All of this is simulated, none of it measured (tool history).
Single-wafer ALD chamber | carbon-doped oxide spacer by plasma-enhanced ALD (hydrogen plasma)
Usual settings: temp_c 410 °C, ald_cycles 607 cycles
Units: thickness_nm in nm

run,hour,temp_c,ald_cycles,wafers since the last listed run,hours since the last thermocouple change,hours since the gauge calibration,"read-back reference wafer on the same gauge, thickness_nm",thickness_nm
1,0.0,405,607,0,540.5,925.3,24.790,29.371
2,34.9,410,560,26,575.4,960.2,24.816,26.768
3,81.0,410,560,34,621.5,1006.3,24.782,26.755
# hour 89.8: gauge calibrated
4,144.0,410,560,47,684.5,54.2,24.776,26.755
5,194.1,398,520,37,734.6,104.3,24.811,25.592
6,305.8,410,607,83,846.3,216.0,24.796,28.859
7,339.7,410,607,25,880.2,249.9,24.802,28.887
8,392.8,410,607,39,933.3,303.0,24.787,28.755
9,435.3,410,607,31,975.8,345.5,24.789,28.879
10,469.6,410,607,25,1010.1,379.8,24.790,28.835
11,513.8,410,607,33,1054.3,424.0,24.798,28.954
12,542.9,410,607,21,1083.4,453.1,24.796,28.758
# hour 657.7: thermocouple changed; heater temperature recalibrated
13,677.0,410,607,94,19.3,587.2,24.799,29.100
14,702.7,410,607,19,45.0,612.9,24.811,29.227
15,746.4,410,607,32,88.7,656.6,24.785,29.178
16,813.3,410,681,50,155.6,723.5,24.792,32.678
17,876.1,410,607,47,218.4,786.3,24.805,29.157
18,919.5,410,607,32,261.8,829.7,24.793,29.192
19,956.7,423,498,27,299.0,866.9,24.805,23.046
# hour 1016.6: gauge calibrated
20,1025.5,415,508,51,367.8,8.9,24.803,24.114
21,1084.9,403,702,44,427.2,68.3,24.794,34.220
22,1129.1,410,607,33,471.4,112.5,24.790,29.032
23,1155.1,419,709,19,497.4,138.5,24.806,32.980
24,1215.5,410,675,45,557.8,198.9,24.809,32.300
25,1240.2,410,607,18,582.5,223.6,24.817,29.003
26,1268.7,410,607,21,611.0,252.1,24.791,29.028
27,1411.3,405,728,106,753.6,394.7,24.776,35.230
28,1478.6,410,607,50,820.9,462.0,24.800,28.854
29,1520.1,398,696,31,862.4,503.5,24.806,34.228
30,1586.6,410,523,49,928.9,570.0,24.799,24.907
31,1610.9,410,607,18,953.2,594.3,24.796,28.993
32,1668.9,414,535,43,1011.2,652.3,24.803,25.212
33,1720.0,410,607,38,1062.3,703.4,24.791,28.790
34,1760.5,399,607,30,1102.8,743.9,24.808,29.654
35,1828.1,415,650,50,1170.4,811.5,24.790,30.340
36,1899.7,398,684,53,1242.0,883.1,24.813,33.571
37,1962.6,414,535,47,1304.9,946.0,24.806,25.066

4 ways to go on from here, each from the tool as it stands after run 37. What would each give?
A,1963.9,410,726,0,1306.2,947.3,?,?
B,1963.9,419,522,0,1306.2,947.3,?,?
C,1963.9,406,532,0,1306.2,947.3,?,?
D,1963.9,410,714,0,1306.2,947.3,?,?

run,"read-back reference wafer on the same gauge, thickness_nm",thickness_nm
A,24.801,34.476
B,24.801,24.172
C,24.801,25.542
D,24.801,33.906
Without the tool's hidden state the same runs would have given:
run,thickness_nm
A,34.975
B,24.531
C,25.908
D,34.397

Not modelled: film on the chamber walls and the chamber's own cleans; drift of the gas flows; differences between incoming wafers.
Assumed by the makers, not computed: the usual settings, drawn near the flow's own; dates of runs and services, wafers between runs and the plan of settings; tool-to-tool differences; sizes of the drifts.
